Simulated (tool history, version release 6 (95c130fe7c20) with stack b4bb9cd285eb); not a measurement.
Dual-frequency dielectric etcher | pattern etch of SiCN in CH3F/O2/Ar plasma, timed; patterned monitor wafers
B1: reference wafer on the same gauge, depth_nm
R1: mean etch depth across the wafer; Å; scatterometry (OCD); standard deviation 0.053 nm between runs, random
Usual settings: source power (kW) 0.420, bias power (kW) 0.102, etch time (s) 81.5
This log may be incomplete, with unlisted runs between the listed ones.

{"run": 1, "hour": 0.0, "source power (kW)": 0.42, "bias power (kW)": 0.102, "etch time (s)": 81.5, "B1": 41.9, "R1": 355.8}
{"run": 2, "hour": 31.7, "source power (kW)": 0.42, "bias power (kW)": 0.102, "etch time (s)": 81.5, "B1": 41.91, "R1": 355.2}
{"run": 3, "hour": 42.4, "source power (kW)": 0.42, "bias power (kW)": 0.102, "etch time (s)": 81.5, "B1": 41.9, "R1": 355.2}
{"run": 4, "hour": 49.3, "source power (kW)": 0.42, "bias power (kW)": 0.102, "etch time (s)": 81.5, "B1": 41.89, "R1": 356.1}
{"run": 5, "hour": 63.1, "source power (kW)": 0.42, "bias power (kW)": 0.102, "etch time (s)": 81.5, "B1": 41.91, "R1": 355.1}
{"run": 6, "hour": 75.4, "source power (kW)": 0.44, "bias power (kW)": 0.094, "etch time (s)": 81.5, "B1": 41.91, "R1": 348.7}
{"run": 7, "hour": 81.9, "source power (kW)": 0.44, "bias power (kW)": 0.094, "etch time (s)": 81.5, "B1": 41.92, "R1": 348.5}
{"run": 8, "hour": 89.9, "source power (kW)": 0.44, "bias power (kW)": 0.094, "etch time (s)": 81.5, "B1": 41.9, "R1": 347.5}
{"run": 9, "hour": 105.8, "source power (kW)": 0.42, "bias power (kW)": 0.102, "etch time (s)": 81.5, "B1": 41.9, "R1": 355.4}
{"run": 10, "hour": 113.5, "source power (kW)": 0.42, "bias power (kW)": 0.102, "etch time (s)": 81.5, "B1": 41.91, "R1": 355.7}
{"hour": 128.6, "done": "gauge calibrated"}
{"hour": 133.2, "done": "source power generator calibrated"}
{"run": 11, "hour": 161.2, "source power (kW)": 0.42, "bias power (kW)": 0.102, "etch time (s)": 75.0, "B1": 41.89, "R1": 326.9}
{"run": 12, "hour": 178.6, "source power (kW)": 0.42, "bias power (kW)": 0.102, "etch time (s)": 75.0, "B1": 41.9, "R1": 327.2}
{"run": 13, "hour": 186.4, "source power (kW)": 0.42, "bias power (kW)": 0.102, "etch time (s)": 75.0, "B1": 41.9, "R1": 326.8}
{"run": 14, "hour": 201.5, "source power (kW)": 0.42, "bias power (kW)": 0.102, "etch time (s)": 81.5, "B1": 41.89, "R1": 355.8}
{"run": 15, "hour": 219.0, "source power (kW)": 0.42, "bias power (kW)": 0.085, "etch time (s)": 81.5, "B1": 41.9, "R1": 330.0}
{"run": 16, "hour": 235.4, "source power (kW)": 0.42, "bias power (kW)": 0.102, "etch time (s)": 81.5, "B1": 41.89, "R1": 355.6}
{"run": 17, "hour": 244.9, "source power (kW)": 0.42, "bias power (kW)": 0.102, "etch time (s)": 81.5, "B1": 41.89, "R1": 356.3}
{"hour": 269.5, "done": "bias power generator calibrated"}
{"hour": 280.3, "done": "upper electrode replaced"}
{"hour": 290.9, "done": "wet clean of the chamber"}
{"run": 18, "hour": 291.4, "source power (kW)": 0.42, "bias power (kW)": 0.102, "etch time (s)": 81.5, "B1": 41.92, "R1": 351.4}
{"run": 19, "hour": 291.7, "source power (kW)": 0.42, "bias power (kW)": 0.081, "etch time (s)": 81.5, "B1": 41.89, "R1": 320.0}
{"run": 20, "hour": 295.6, "source power (kW)": 0.51, "bias power (kW)": 0.128, "etch time (s)": 61.5, "B1": 41.91, "R1": 308.5}
{"run": 21, "hour": 308.2, "source power (kW)": 0.36, "bias power (kW)": 0.127, "etch time (s)": 73.0, "B1": 41.9, "R1": 330.5}
{"run": 22, "hour": 321.0, "source power (kW)": 0.46, "bias power (kW)": 0.102, "etch time (s)": 81.5, "B1": 41.9, "R1": 360.7}
{"run": 23, "hour": 332.1, "source power (kW)": 0.42, "bias power (kW)": 0.084, "etch time (s)": 98.0, "B1": 41.88, "R1": 390.0}
{"run": 24, "hour": 343.5, "source power (kW)": 0.42, "bias power (kW)": 0.102, "etch time (s)": 75.0, "B1": 41.89, "R1": 322.9}
{"run": 25, "hour": 353.6, "source power (kW)": 0.42, "bias power (kW)": 0.084, "etch time (s)": 98.0, "B1": 41.91, "R1": 390.2}
{"run": 26, "hour": 371.3, "source power (kW)": 0.45, "bias power (kW)": 0.08, "etch time (s)": 61.5, "B1": 41.89, "R1": 245.1}
{"run": 27, "hour": 383.2, "source power (kW)": 0.42, "bias power (kW)": 0.089, "etch time (s)": 98.5, "B1": 41.91, "R1": 401.5}
{"run": 28, "hour": 401.0, "source power (kW)": 0.33, "bias power (kW)": 0.083, "etch time (s)": 75.0, "B1": 41.9, "R1": 278.4}
{"run": 29, "hour": 415.5, "source power (kW)": 0.49, "bias power (kW)": 0.102, "etch time (s)": 81.5, "B1": 41.88, "R1": 368.0}

Here are 5 independent what-if runs from the current tool condition. What would each one return?
{"run": "A", "hour": 415.9, "source power (kW)": 0.42, "bias power (kW)": 0.102, "etch time (s)": 63.0, "B1": "?", "R1": "?"}
{"run": "B", "hour": 415.9, "source power (kW)": 0.47, "bias power (kW)": 0.086, "etch time (s)": 81.5, "B1": "?", "R1": "?"}
{"run": "C", "hour": 415.9, "source power (kW)": 0.51, "bias power (kW)": 0.109, "etch time (s)": 97.5, "B1": "?", "R1": "?"}
{"run": "D", "hour": 415.9, "source power (kW)": 0.51, "bias power (kW)": 0.076, "etch time (s)": 101.0, "B1": "?", "R1": "?"}
{"run": "E", "hour": 415.9, "source power (kW)": 0.37, "bias power (kW)": 0.087, "etch time (s)": 65.5, "B1": "?", "R1": "?"}

run=A B1=41.90 R1=271.4
run=B B1=41.90 R1=338.4
run=C B1=41.90 R1=456.7
run=D B1=41.90 R1=409.2
run=E B1=41.90 R1=255.1
With no hidden state in the tool, these same runs would have given:
run=A R1=271.8
run=B R1=339.0
run=C R1=457.3
run=D R1=409.9
run=E R1=255.5
